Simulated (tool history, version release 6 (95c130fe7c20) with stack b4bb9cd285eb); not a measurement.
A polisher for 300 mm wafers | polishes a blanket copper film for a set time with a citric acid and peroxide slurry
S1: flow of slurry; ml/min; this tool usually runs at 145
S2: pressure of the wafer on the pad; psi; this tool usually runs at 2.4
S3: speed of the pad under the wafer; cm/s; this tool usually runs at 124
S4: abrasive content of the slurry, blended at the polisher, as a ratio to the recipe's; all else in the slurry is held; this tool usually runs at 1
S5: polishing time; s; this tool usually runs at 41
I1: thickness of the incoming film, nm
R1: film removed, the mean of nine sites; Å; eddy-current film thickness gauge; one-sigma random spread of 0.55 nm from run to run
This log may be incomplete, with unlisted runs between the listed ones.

Run 1, day 0: usual settings but S1 180 ml/min; I1 545.5. Result: R1 774 Å.
At day 0.296: worn pad replaced by a new one.
Run 2, day 0.529: usual settings; I1 550.9. Result: R1 728 Å.
Run 3, day 1.658: usual settings; I1 548.3. Result: R1 738 Å.
Run 4, day 2.371: usual settings but S2 2 psi; I1 551.7. Result: R1 617 Å.
At day 2.654: head pressure recalibrated.
Run 5, day 2.679: usual settings but S2 2 psi; I1 552.2. Result: R1 607 Å.
Run 6, day 3.379: usual settings but S1 165 ml/min, S2 2.9 psi, S4 1.25; I1 549.7. Result: R1 916 Å.
At day 3.771: slurry blender recalibrated.
Run 7, day 4.112: usual settings but S3 102 cm/s, S4 1.1; I1 557.7. Result: R1 630 Å.
Run 8, day 4.662: usual settings but S5 47 s; I1 546.1. Result: R1 850 Å.
Run 9, day 5.35: usual settings; I1 546.5. Result: R1 747 Å.
Run 10, day 5.888: usual settings but S2 3.2 psi, S3 102 cm/s, S4 1.25; I1 550.6. Result: R1 844 Å.
At day 6.062: worn pad replaced by a new one.
Run 11, day 6.167: usual settings but S1 175 ml/min, S3 164 cm/s; I1 540.2. Result: R1 1016 Å.
Run 12, day 6.883: usual settings but S1 100 ml/min, S2 2.7 psi, S3 82 cm/s, S4 0.7; I1 548.8. Result: R1 470 Å.
Run 13, day 7.633: usual settings but S1 195 ml/min, S4 1.2; I1 550.7. Result: R1 807 Å.
Run 14, day 8.112: usual settings; I1 547.5. Result: R1 742 Å.
Run 15, day 9.129: usual settings but S1 110 ml/min, S2 2 psi, S4 1.25, S5 32 s; I1 545.5. Result: R1 473 Å.
Run 16, day 9.708: usual settings; I1 558.3. Result: R1 722 Å.
At day 10.171: slurry nozzle cleaned.
Run 17, day 10.333: usual settings but S1 110 ml/min; I1 543.3. Result: R1 667 Å.
Run 18, day 10.75: usual settings but S1 185 ml/min, S3 104 cm/s; I1 550.7. Result: R1 618 Å.
Run 19, day 11.454: usual settings but S2 2.6 psi, S4 1.15; I1 542.8. Result: R1 770 Å.
At day 12.308: slurry blender recalibrated.
At day 12.429: worn pad replaced by a new one.
Run 20, day 13.596: usual settings but S3 138 cm/s, S4 0.9; I1 554.4. Result: R1 805 Å.
Run 21, day 14.246: usual settings but S1 100 ml/min, S2 2 psi, S3 146 cm/s; I1 556.5. Result: R1 681 Å.
Run 22, day 14.654: usual settings; I1 561.5. Result: R1 743 Å.
Run 23, day 15.192: usual settings but S3 150 cm/s, S5 45 s; I1 550.6. Result: R1 981 Å.
Run 24, day 15.888: usual settings; I1 540.9. Result: R1 733 Å.
Run 25, day 16.204: usual settings but S2 2.8 psi; I1 549.8. Result: R1 843 Å.
Run 26, day 16.767: usual settings but S2 3.2 psi, S4 0.75, S5 47 s; I1 555. Result: R1 1024 Å.
Run 27, day 17.238: usual settings but S2 1.8 psi, S3 144 cm/s, S4 0.8, S5 50 s; I1 550.6. Result: R1 757 Å.
At day 17.592: worn pad replaced by a new one.
Run 28, day 17.862: usual settings; I1 553.6. Result: R1 721 Å.
Run 29, day 18.404: usual settings but S5 35 s; I1 548.3. Result: R1 604 Å.
At day 18.712: head pressure recalibrated.
Run 30, day 18.958: usual settings but S1 110 ml/min, S2 1.9 psi, S3 158 cm/s; I1 553.2. Result: R1 686 Å.

Consider 4 possible next runs. They are alternatives, not a sequence: every one starts from the tool as it was left by run 30. What does each give?
Run A, day 18.975: usual settings but S1 105 ml/min; I1 554.2. Result: R1 ?.
Run B, day 18.975: usual settings but S1 160 ml/min, S5 32 s; I1 554.2. Result: R1 ?.
Run C, day 18.975: usual settings but S4 0.9; I1 554.2. Result: R1 ?.
Run D, day 18.975: usual settings but S1 170 ml/min, S3 150 cm/s, S4 0.9, S5 51 s; I1 554.2. Result: R1 ?.

run    R1
  A   658
  B   564
  C   694
  D  1070
The same runs, with their run-to-run variation unchanged, on a tool lacking any hidden condition would have given:
run    R1
  A   696
  B   597
  C   734
  D  1131

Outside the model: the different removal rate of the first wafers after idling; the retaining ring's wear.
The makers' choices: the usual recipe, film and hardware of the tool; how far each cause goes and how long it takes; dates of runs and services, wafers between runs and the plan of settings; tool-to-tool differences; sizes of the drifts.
